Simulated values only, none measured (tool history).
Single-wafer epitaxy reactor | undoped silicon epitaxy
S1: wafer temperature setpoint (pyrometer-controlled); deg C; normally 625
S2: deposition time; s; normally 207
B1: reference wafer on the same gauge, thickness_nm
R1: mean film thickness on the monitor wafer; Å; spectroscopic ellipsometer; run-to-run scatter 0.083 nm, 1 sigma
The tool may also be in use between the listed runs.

| run | hour | S1 | S2 | B1 | R1 |
|---|---|---|---|---|---|
| 1 | 0.0 | 625 | 207 | 22.711 | 235.65 |
| 2 | 11.4 | 625 | 207 | 22.714 | 235.43 |
| 3 | 29.3 | 635 | 207 | 22.687 | 285.19 |
| 4 | 36.7 | 635 | 207 | 22.712 | 285.35 |
| 5 | 52.3 | 635 | 207 | 22.714 | 283.03 |
| 6 | 60.8 | 625 | 207 | 22.695 | 232.74 |
| 7 | 76.9 | 615 | 207 | 22.713 | 191.23 |
| 8 | 92.8 | 615 | 207 | 22.718 | 190.05 |
| 9 | 106.3 | 615 | 207 | 22.703 | 191.43 |
| 10 | 119.5 | 625 | 240 | 22.720 | 270.33 |
| 11 | 133.0 | 625 | 240 | 22.719 | 274.03 |
| 12 | 143.2 | 625 | 240 | 22.690 | 271.34 |
| 13 | 155.8 | 625 | 207 | 22.687 | 233.14 |
| 14 | 169.0 | 616 | 228 | 22.706 | 214.23 |
|  | 192.9 | pyrometer calibrated |
| 15 | 193.4 | 616 | 228 | 22.681 | 189.33 |
| 16 | 233.9 | 625 | 207 | 22.690 | 209.19 |
| 17 | 246.9 | 625 | 240 | 22.698 | 242.06 |
| 18 | 253.7 | 630 | 195 | 22.708 | 219.29 |
| 19 | 261.8 | 620 | 176 | 22.678 | 160.34 |
| 20 | 297.2 | 625 | 240 | 22.708 | 243.59 |
| 21 | 312.9 | 631 | 180 | 22.687 | 208.00 |
|  | 316.1 | gauge calibrated |
| 22 | 328.2 | 612 | 242 | 22.701 | 190.16 |
| 23 | 335.7 | 611 | 193 | 22.690 | 148.25 |
| 24 | 343.6 | 615 | 207 | 22.684 | 172.57 |
| 25 | 353.2 | 625 | 207 | 22.710 | 212.70 |
| 26 | 360.0 | 625 | 207 | 22.708 | 213.02 |
| 27 | 376.5 | 625 | 207 | 22.692 | 215.09 |
| 28 | 393.4 | 637 | 226 | 22.686 | 298.38 |
| 29 | 406.0 | 634 | 236 | 22.714 | 291.56 |
| 30 | 413.5 | 625 | 207 | 22.664 | 215.09 |
| 31 | 430.2 | 625 | 234 | 22.706 | 243.85 |
| 32 | 442.9 | 631 | 238 | 22.706 | 281.04 |

5 ways to go on from here, each from the tool as it stands after run 32. What would each give?
| A | 443.4 | 625 | 185 | ? | ? |
| B | 443.4 | 632 | 207 | ? | ? |
| C | 443.4 | 632 | 226 | ? | ? |
| D | 443.4 | 629 | 176 | ? | ? |
| E | 443.4 | 618 | 207 | ? | ? |

| run | B1 | R1 |
|---|---|---|
| A | 22.734 | 193.82 |
| B | 22.734 | 249.53 |
| C | 22.734 | 272.44 |
| D | 22.734 | 199.83 |
| E | 22.734 | 188.11 |
Had the tool no hidden state, the same runs would have come out as:
| run | R1 |
|---|---|
| A | 186.61 |
| B | 240.38 |
| C | 262.44 |
| D | 192.45 |
| E | 181.02 |
